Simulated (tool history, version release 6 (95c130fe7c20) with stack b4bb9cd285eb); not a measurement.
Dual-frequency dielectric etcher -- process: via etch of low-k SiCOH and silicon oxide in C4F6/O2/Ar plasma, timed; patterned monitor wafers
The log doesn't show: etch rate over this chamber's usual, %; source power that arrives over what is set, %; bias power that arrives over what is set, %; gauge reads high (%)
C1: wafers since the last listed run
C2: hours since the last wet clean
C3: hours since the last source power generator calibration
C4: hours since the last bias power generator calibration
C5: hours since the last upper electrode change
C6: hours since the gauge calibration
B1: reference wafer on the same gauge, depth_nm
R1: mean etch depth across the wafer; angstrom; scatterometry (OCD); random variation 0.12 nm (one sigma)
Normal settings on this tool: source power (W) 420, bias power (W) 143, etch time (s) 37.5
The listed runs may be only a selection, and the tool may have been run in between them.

{"run": 1, "hour": 0.0, "source power (W)": 420, "bias power (W)": 143, "etch time (s)": 45, "C1": 0, "C2": 202.7, "C3": 3470.1, "C4": 4779, "C5": 4519.8, "C6": 258.4, "B1": 80, "R1": 931}
{"run": 2, "hour": 29.6, "source power (W)": 420, "bias power (W)": 143, "etch time (s)": 37.5, "C1": 338, "C2": 232.3, "C3": 3499.7, "C4": 4808.6, "C5": 4549.4, "C6": 288, "B1": 80, "R1": 775}
{"run": 3, "hour": 60.4, "source power (W)": 420, "bias power (W)": 143, "etch time (s)": 37.5, "C1": 352, "C2": 263.1, "C3": 3530.5, "C4": 4839.4, "C5": 4580.2, "C6": 318.8, "B1": 80, "R1": 775}
{"run": 4, "hour": 85.9, "source power (W)": 420, "bias power (W)": 143, "etch time (s)": 37.5, "C1": 291, "C2": 288.6, "C3": 3556, "C4": 4864.9, "C5": 4605.7, "C6": 344.3, "B1": 80, "R1": 775}
{"run": 5, "hour": 109.8, "source power (W)": 420, "bias power (W)": 143, "etch time (s)": 37.5, "C1": 273, "C2": 312.5, "C3": 3579.9, "C4": 4888.8, "C5": 4629.6, "C6": 368.2, "B1": 80, "R1": 771}
{"run": 6, "hour": 131.0, "source power (W)": 420, "bias power (W)": 143, "etch time (s)": 37.5, "C1": 242, "C2": 333.7, "C3": 3601.1, "C4": 4910, "C5": 4650.8, "C6": 389.4, "B1": 80, "R1": 773}
{"hour": 142.1, "done": "source power generator calibrated"}
{"hour": 150.4, "done": "bias power generator calibrated"}
{"run": 7, "hour": 154.6, "source power (W)": 420, "bias power (W)": 143, "etch time (s)": 31, "C1": 178, "C2": 357.3, "C3": 12.5, "C4": 4.2, "C5": 4674.4, "C6": 413, "B1": 80, "R1": 638}
{"run": 8, "hour": 167.4, "source power (W)": 420, "bias power (W)": 143, "etch time (s)": 31, "C1": 146, "C2": 370.1, "C3": 25.3, "C4": 17, "C5": 4687.2, "C6": 425.8, "B1": 80, "R1": 639}
{"hour": 189.1, "done": "gauge calibrated"}
{"run": 9, "hour": 199.3, "source power (W)": 360, "bias power (W)": 143, "etch time (s)": 30.5, "C1": 364, "C2": 402, "C3": 57.2, "C4": 48.9, "C5": 4719.1, "C6": 10.2, "B1": 80, "R1": 593}
{"run": 10, "hour": 223.0, "source power (W)": 480, "bias power (W)": 170, "etch time (s)": 29, "C1": 270, "C2": 425.7, "C3": 80.9, "C4": 72.6, "C5": 4742.8, "C6": 33.9, "B1": 80, "R1": 655}
{"hour": 251.0, "done": "wet clean of the chamber"}
{"run": 11, "hour": 254.0, "source power (W)": 420, "bias power (W)": 161, "etch time (s)": 34.5, "C1": 80, "C2": 3, "C3": 111.9, "C4": 103.6, "C5": 4773.8, "C6": 64.9, "B1": 80, "R1": 744}
{"run": 12, "hour": 272.0, "source power (W)": 330, "bias power (W)": 118, "etch time (s)": 32, "C1": 205, "C2": 21, "C3": 129.9, "C4": 121.6, "C5": 4791.8, "C6": 82.9, "B1": 80, "R1": 585}
{"run": 13, "hour": 288.4, "source power (W)": 460, "bias power (W)": 179, "etch time (s)": 44, "C1": 187, "C2": 37.4, "C3": 146.3, "C4": 138, "C5": 4808.2, "C6": 99.3, "B1": 80, "R1": 1004}
{"run": 14, "hour": 314.9, "source power (W)": 420, "bias power (W)": 143, "etch time (s)": 37.5, "C1": 302, "C2": 63.9, "C3": 172.8, "C4": 164.5, "C5": 4834.7, "C6": 125.8, "B1": 80, "R1": 781}
{"run": 15, "hour": 337.2, "source power (W)": 360, "bias power (W)": 143, "etch time (s)": 34.5, "C1": 254, "C2": 86.2, "C3": 195.1, "C4": 186.8, "C5": 4857, "C6": 148.1, "B1": 80, "R1": 680}
{"hour": 375.8, "done": "upper electrode replaced"}
{"run": 16, "hour": 376.3, "source power (W)": 420, "bias power (W)": 124, "etch time (s)": 37.5, "C1": 172, "C2": 125.3, "C3": 234.2, "C4": 225.9, "C5": 0.5, "C6": 187.2, "B1": 80, "R1": 753}
{"run": 17, "hour": 395.5, "source power (W)": 340, "bias power (W)": 155, "etch time (s)": 45.5, "C1": 219, "C2": 144.5, "C3": 253.4, "C4": 245.1, "C5": 19.7, "C6": 206.4, "B1": 80, "R1": 895}
{"run": 18, "hour": 471.8, "source power (W)": 420, "bias power (W)": 143, "etch time (s)": 37.5, "C1": 872, "C2": 220.8, "C3": 329.7, "C4": 321.4, "C5": 96, "C6": 282.7, "B1": 80, "R1": 777}

Branching from run 18: 3 alternative next runs. What would each branch give?
{"run": "A", "hour": 472.2, "source power (W)": 420, "bias power (W)": 143, "etch time (s)": 37.5, "C1": 4, "C2": 221.2, "C3": 330.1, "C4": 321.8, "C5": 96.4, "C6": 283.1, "B1": "?", "R1": "?"}
{"run": "B", "hour": 472.2, "source power (W)": 510, "bias power (W)": 143, "etch time (s)": 48, "C1": 4, "C2": 221.2, "C3": 330.1, "C4": 321.8, "C5": 96.4, "C6": 283.1, "B1": "?", "R1": "?"}
{"run": "C", "hour": 472.2, "source power (W)": 420, "bias power (W)": 164, "etch time (s)": 37.5, "C1": 4, "C2": 221.2, "C3": 330.1, "C4": 321.8, "C5": 96.4, "C6": 283.1, "B1": "?", "R1": "?"}

run=A B1=80 R1=779
run=B B1=80 R1=1071
run=C B1=80 R1=807
With no hidden state in the tool, these same runs would have given:
run=A R1=783
run=B R1=1076
run=C R1=811

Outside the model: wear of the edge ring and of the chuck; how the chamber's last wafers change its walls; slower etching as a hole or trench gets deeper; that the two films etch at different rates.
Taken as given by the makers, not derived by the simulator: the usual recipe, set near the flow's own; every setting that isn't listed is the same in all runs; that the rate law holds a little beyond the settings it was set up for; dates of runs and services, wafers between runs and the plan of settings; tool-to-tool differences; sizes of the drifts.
